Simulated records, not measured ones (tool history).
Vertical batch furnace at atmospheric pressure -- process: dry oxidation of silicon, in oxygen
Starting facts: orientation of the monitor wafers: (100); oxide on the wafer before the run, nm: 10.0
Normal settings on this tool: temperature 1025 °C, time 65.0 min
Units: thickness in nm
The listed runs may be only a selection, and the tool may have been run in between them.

run	day	temperature	time	wafers since the last listed run	hours since the last temperature calibration	hours since the boat lift was adjusted	hours since the gauge calibration	read-back reference wafer on the same gauge, thickness	thickness
1	0.000	1034	65.0	0	1071.9	2646.7	197.2	66.61	71.16
2	1.025	1034	65.0	333	1096.5	2671.3	221.8	66.64	71.61
3	2.362	1025	65.0	434	1128.6	2703.4	253.9	66.60	65.57
4	3.650	1025	65.0	418	1159.5	2734.3	284.8	66.60	66.11
5	6.075	1025	65.0	788	1217.7	2792.5	343.0	66.53	66.66
6	8.425	1025	65.0	763	1274.1	2848.9	399.4	66.64	66.29
7	9.567	1025	52.0	371	1301.5	2876.3	426.8	66.60	57.77
8	11.842	1016	81.5	739	1356.1	2930.9	481.4	66.62	71.49
# day 12.154: gauge calibrated
9	14.575	1001	88.5	888	1421.7	2996.5	58.1	66.53	65.55
10	17.350	1025	65.0	901	1488.3	3063.1	124.7	66.60	66.75
# day 19.217: thermocouples replaced and temperature profile calibrated
# day 20.421: boat lift adjusted
11	25.658	1025	65.0	2050	154.6	125.7	324.1	66.52	64.01
12	26.971	1005	84.0	426	186.1	157.2	355.6	66.55	63.07
13	28.579	1025	38.0	522	224.7	195.8	394.2	66.61	46.71
14	29.729	1025	65.0	373	252.3	223.4	421.8	66.58	63.95
# day 31.946: gauge calibrated
15	32.175	1006	48.5	795	311.0	282.1	5.5	66.60	45.15

Some steps in thickness, run to run, broken into two amounts with sign: the step expected even without the hidden condition (settings, incoming material, random variation), and the rest, left for the hidden condition together with whatever gauge scatter is not in both the measured and the hidden-condition-free result:
Hidden state present: true tube temperature minus thermocouple reading, K; monitor wafer colder than the profiled boat position, K; gauge reads high (%).
Run 10 -> 11: thermocouples replaced and temperature profile calibrated, boat lift adjusted. thickness -2.74 nm: hidden state -2.90, all else +0.16.
Run 14 -> 15: temperature 1025 -> 1006, time 65.0 -> 48.5, gauge calibrated. thickness -18.80 nm: hidden state -0.01, all else -18.79.
